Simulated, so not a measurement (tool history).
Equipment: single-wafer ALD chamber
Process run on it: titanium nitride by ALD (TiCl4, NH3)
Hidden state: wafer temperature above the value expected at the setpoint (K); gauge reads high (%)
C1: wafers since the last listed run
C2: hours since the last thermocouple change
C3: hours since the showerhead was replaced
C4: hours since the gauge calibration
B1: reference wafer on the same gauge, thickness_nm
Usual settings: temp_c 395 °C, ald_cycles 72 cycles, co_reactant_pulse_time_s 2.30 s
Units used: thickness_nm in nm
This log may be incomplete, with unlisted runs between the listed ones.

run 1 day=0.000 | temp_c=395 ald_cycles=72 co_reactant_pulse_time_s=2.30 | C1=0 C2=919.7 C3=5829.5 C4=1.3 | B1=1.258 | thickness_nm=1.570
run 2 day=2.412 | temp_c=395 ald_cycles=72 co_reactant_pulse_time_s=2.30 | C1=266 C2=977.6 C3=5887.4 C4=59.2 | B1=1.260 | thickness_nm=1.574
run 3 day=4.983 | temp_c=395 ald_cycles=72 co_reactant_pulse_time_s=2.30 | C1=283 C2=1039.3 C3=5949.1 C4=120.9 | B1=1.260 | thickness_nm=1.569
run 4 day=7.783 | temp_c=395 ald_cycles=72 co_reactant_pulse_time_s=2.30 | C1=309 C2=1106.5 C3=6016.3 C4=188.1 | B1=1.262 | thickness_nm=1.568
run 5 day=8.792 | temp_c=395 ald_cycles=63 co_reactant_pulse_time_s=2.65 | C1=111 C2=1130.7 C3=6040.5 C4=212.3 | B1=1.263 | thickness_nm=1.383
run 6 day=11.367 | temp_c=395 ald_cycles=63 co_reactant_pulse_time_s=2.65 | C1=284 C2=1192.5 C3=6102.3 C4=274.1 | B1=1.264 | thickness_nm=1.386
run 7 day=13.396 | temp_c=395 ald_cycles=72 co_reactant_pulse_time_s=1.96 | C1=223 C2=1241.2 C3=6151.0 C4=322.8 | B1=1.268 | thickness_nm=1.578
run 8 day=16.308 | temp_c=395 ald_cycles=72 co_reactant_pulse_time_s=1.96 | C1=321 C2=1311.1 C3=6220.9 C4=392.7 | B1=1.270 | thickness_nm=1.573
run 9 day=18.392 | temp_c=395 ald_cycles=72 co_reactant_pulse_time_s=1.96 | C1=229 C2=1361.1 C3=6270.9 C4=442.7 | B1=1.275 | thickness_nm=1.588
run 10 day=21.083 | temp_c=395 ald_cycles=72 co_reactant_pulse_time_s=1.95 | C1=297 C2=1425.7 C3=6335.5 C4=507.3 | B1=1.278 | thickness_nm=1.598
run 11 day=22.500 | temp_c=401 ald_cycles=62 co_reactant_pulse_time_s=2.73 | C1=156 C2=1459.7 C3=6369.5 C4=541.3 | B1=1.282 | thickness_nm=1.385
-- day=23.775 gauge calibrated
run 12 day=24.750 | temp_c=385 ald_cycles=85 co_reactant_pulse_time_s=2.94 | C1=248 C2=1513.7 C3=6423.5 C4=23.4 | B1=1.264 | thickness_nm=1.856
-- day=26.871 thermocouple changed; heater temperature recalibrated
run 13 day=27.454 | temp_c=395 ald_cycles=72 co_reactant_pulse_time_s=2.30 | C1=261 C2=14.0 C3=6488.4 C4=88.3 | B1=1.264 | thickness_nm=1.574
run 14 day=28.771 | temp_c=403 ald_cycles=72 co_reactant_pulse_time_s=2.30 | C1=145 C2=45.6 C3=6520.0 C4=119.9 | B1=1.266 | thickness_nm=1.591
-- day=31.004 showerhead replaced
run 15 day=31.546 | temp_c=383 ald_cycles=72 co_reactant_pulse_time_s=2.30 | C1=269 C2=112.2 C3=13.0 C4=186.5 | B1=1.266 | thickness_nm=1.565
run 16 day=34.000 | temp_c=395 ald_cycles=72 co_reactant_pulse_time_s=2.30 | C1=270 C2=171.1 C3=71.9 C4=245.4 | B1=1.269 | thickness_nm=1.577
run 17 day=36.438 | temp_c=387 ald_cycles=72 co_reactant_pulse_time_s=2.30 | C1=269 C2=229.6 C3=130.4 C4=303.9 | B1=1.272 | thickness_nm=1.574
run 18 day=39.242 | temp_c=383 ald_cycles=65 co_reactant_pulse_time_s=2.68 | C1=309 C2=296.9 C3=197.7 C4=371.2 | B1=1.274 | thickness_nm=1.425
run 19 day=41.042 | temp_c=410 ald_cycles=72 co_reactant_pulse_time_s=2.30 | C1=198 C2=340.1 C3=240.9 C4=414.4 | B1=1.277 | thickness_nm=1.607
run 20 day=43.462 | temp_c=406 ald_cycles=82 co_reactant_pulse_time_s=2.99 | C1=267 C2=398.2 C3=299.0 C4=472.5 | B1=1.282 | thickness_nm=1.833

Exercise: give the hidden state of the tool at every run:
wafer temperature above the value expected at the setpoint (K): 0 on each run
H1: gauge reads high (%)
run=1 H1=-0.118
run=2 H1=-0.0952
run=3 H1=-0.024
run=4 H1=0.109
run=5 H1=0.171
run=6 H1=0.363
run=7 H1=0.549
run=8 H1=0.869
run=9 H1=1.14
run=10 H1=1.53
run=11 H1=1.76
run=12 H1=0.312
run=13 H1=0.358
run=14 H1=0.4
run=15 H1=0.531
run=16 H1=0.694
run=17 H1=0.899
run=18 H1=1.19
run=19 H1=1.41
run=20 H1=1.74
